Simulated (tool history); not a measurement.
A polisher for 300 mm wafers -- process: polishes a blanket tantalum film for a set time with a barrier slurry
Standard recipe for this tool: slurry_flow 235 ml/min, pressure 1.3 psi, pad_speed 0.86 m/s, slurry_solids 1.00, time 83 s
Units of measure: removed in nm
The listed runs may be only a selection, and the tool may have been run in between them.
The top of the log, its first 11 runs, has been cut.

run,day,slurry_flow,pressure,pad_speed,slurry_solids,time,"incoming thickness of the incoming film, nm",removed
12,30.683,235,1.3,0.86,1.10,104,382.8,82.8
# day 33.421: worn pad replaced by a new one
13,34.350,235,1.3,0.86,1.00,83,375.4,65.9
14,36.467,235,1.3,0.86,1.00,83,382.9,64.1
15,39.467,235,1.3,0.86,1.00,83,381.2,64.5
# day 39.975: slurry nozzle cleaned
16,42.904,235,1.3,0.86,1.00,83,379.5,64.5
17,45.029,235,0.9,0.66,1.00,93,375.6,37.4
# day 45.488: slurry blender recalibrated
# day 46.558: head pressure recalibrated
18,48.029,235,1.5,0.86,1.00,83,380.1,75.4
19,49.854,235,1.3,0.86,1.00,83,385.4,65.4
# day 51.742: worn pad replaced by a new one
20,53.200,275,1.3,0.64,1.15,109,383.9,65.6
21,55.842,235,1.3,0.86,1.00,83,379.9,64.3
22,57.517,235,1.3,1.04,0.75,83,381.0,72.2
# day 60.888: slurry nozzle cleaned
# day 61.738: slurry blender recalibrated
23,66.962,235,1.3,0.86,1.00,110,379.0,86.4
# day 67.700: head pressure recalibrated
24,68.500,235,1.3,0.86,1.00,83,379.3,64.3
25,70.400,235,1.5,0.86,1.00,98,379.5,88.6
# day 72.158: worn pad replaced by a new one
26,74.150,235,0.9,0.62,1.25,72,376.1,29.1

Predict the results of run 27:
27,76.775,260,1.3,0.86,1.00,108,379.8,?

removed: 83.8 nm
On a tool with no hidden condition, and with the same random variation, this run would have come out at removed 86.4 nm.

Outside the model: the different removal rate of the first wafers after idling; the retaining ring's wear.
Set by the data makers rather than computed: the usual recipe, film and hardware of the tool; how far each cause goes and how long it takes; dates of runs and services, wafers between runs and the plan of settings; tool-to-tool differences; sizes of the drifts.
